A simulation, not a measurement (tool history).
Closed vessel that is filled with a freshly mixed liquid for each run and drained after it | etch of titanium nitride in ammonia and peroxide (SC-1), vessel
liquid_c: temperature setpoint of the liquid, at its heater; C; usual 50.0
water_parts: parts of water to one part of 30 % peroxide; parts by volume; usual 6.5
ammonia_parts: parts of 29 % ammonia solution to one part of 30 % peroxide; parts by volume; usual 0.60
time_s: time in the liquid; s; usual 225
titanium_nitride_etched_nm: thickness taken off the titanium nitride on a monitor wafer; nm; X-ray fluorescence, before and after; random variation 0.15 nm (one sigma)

run	hour	liquid_c	water_parts	ammonia_parts	time_s	wafers since the last listed run	hours since the thermometer was replaced	hours since the ammonia flow meter was replaced	hours since the drum of ammonia solution was connected	hours since the gauge calibration	read-back film thickness of the titanium nitride reference wafer, read on the same gauge (nm)	titanium_nitride_etched_nm
1	0.0	50.0	7.5	0.60	225	0	1023.0	1880.7	1045.4	810.4	130.01	28.30
# hour 31.1: new drum of ammonia solution connected
2	39.0	50.0	6.5	0.60	225	2321	1062.0	1919.7	7.9	849.4	129.97	31.27
3	104.3	50.0	6.5	0.60	225	3990	1127.3	1985.0	73.2	914.7	130.00	31.07
4	172.2	50.0	6.5	0.35	175	4149	1195.2	2052.9	141.1	982.6	130.00	22.38
5	229.7	50.0	6.5	0.60	225	3513	1252.7	2110.4	198.6	1040.1	129.95	31.05
6	265.0	50.0	6.5	0.60	225	2157	1288.0	2145.7	233.9	1075.4	129.98	31.25
7	303.7	50.0	6.5	0.60	225	2364	1326.7	2184.4	272.6	1114.1	130.01	31.11
8	330.8	50.0	6.5	0.60	225	1655	1353.8	2211.5	299.7	1141.2	129.99	31.11
9	398.3	50.0	6.5	0.60	225	4124	1421.3	2279.0	367.2	1208.7	129.99	30.93
# hour 433.2: thermometer replaced
10	457.0	50.0	6.5	0.50	150	3525	23.8	2337.7	425.9	1267.4	129.97	20.02
11	481.9	50.0	6.5	0.75	100	1521	48.7	2362.6	450.8	1292.3	129.99	14.29
# hour 531.4: ammonia flow meter replaced
12	545.7	50.0	6.5	0.60	225	3837	112.5	14.3	514.6	1356.1	130.04	30.77
13	570.7	50.0	5.0	0.60	100	1527	137.5	39.3	539.6	1381.1	129.98	15.47
14	624.9	60.0	6.5	0.60	225	3311	191.7	93.5	593.8	1435.3	129.99	60.12
15	669.0	50.0	6.5	0.60	260	2694	235.8	137.6	637.9	1479.4	130.06	36.00
# hour 722.4: gauge calibrated
16	723.7	50.0	5.0	0.60	225	3342	290.5	192.3	692.6	1.3	130.00	34.79
17	788.2	53.0	6.5	0.60	135	3941	355.0	256.8	757.1	65.8	129.99	22.55
18	856.7	59.0	6.5	0.60	115	4185	423.5	325.3	825.6	134.3	130.03	29.16
19	1001.3	50.0	8.5	0.80	130	8835	568.1	469.9	970.2	278.9	130.00	16.24
20	1025.7	50.0	9.0	0.75	225	1490	592.5	494.3	994.6	303.3	130.01	26.96
# hour 1040.2: new drum of ammonia solution connected
21	1081.1	50.0	6.5	0.60	225	3324	647.9	549.7	40.9	358.7	129.98	31.11
22	1113.9	47.5	6.5	0.80	95	2004	680.7	582.5	73.7	391.5	130.02	11.53
23	1144.7	50.0	5.0	0.85	225	1882	711.5	613.3	104.5	422.3	129.98	36.99
24	1206.6	40.0	6.5	0.60	260	3782	773.4	675.2	166.4	484.2	130.03	17.48
25	1232.8	50.0	6.5	0.60	225	1600	799.6	701.4	192.6	510.4	129.99	30.92
26	1278.2	42.0	6.5	0.70	120	2774	845.0	746.8	238.0	555.8	129.96	9.62
27	1339.4	50.0	6.5	0.60	320	3739	906.2	808.0	299.2	617.0	129.97	44.19

The same runs without the tool's hidden state, with the same run-to-run variation:
The hidden state here: liquid hotter than its thermometer reads (K); ammonia flow above the setpoint (%); ammonia solution weaker than its label (%); gauge reads high (%).
run	titanium_nitride_etched_nm
1	29.10
2	31.36
3	31.19
4	22.52
5	31.26
6	31.48
7	31.36
8	31.38
9	31.24
10	20.26
11	14.45
12	31.17
13	15.67
14	61.01
15	36.57
16	35.35
17	22.97
18	29.75
19	16.62
20	27.62
21	31.25
22	11.59
23	37.17
24	17.61
25	31.15
26	9.70
27	44.62
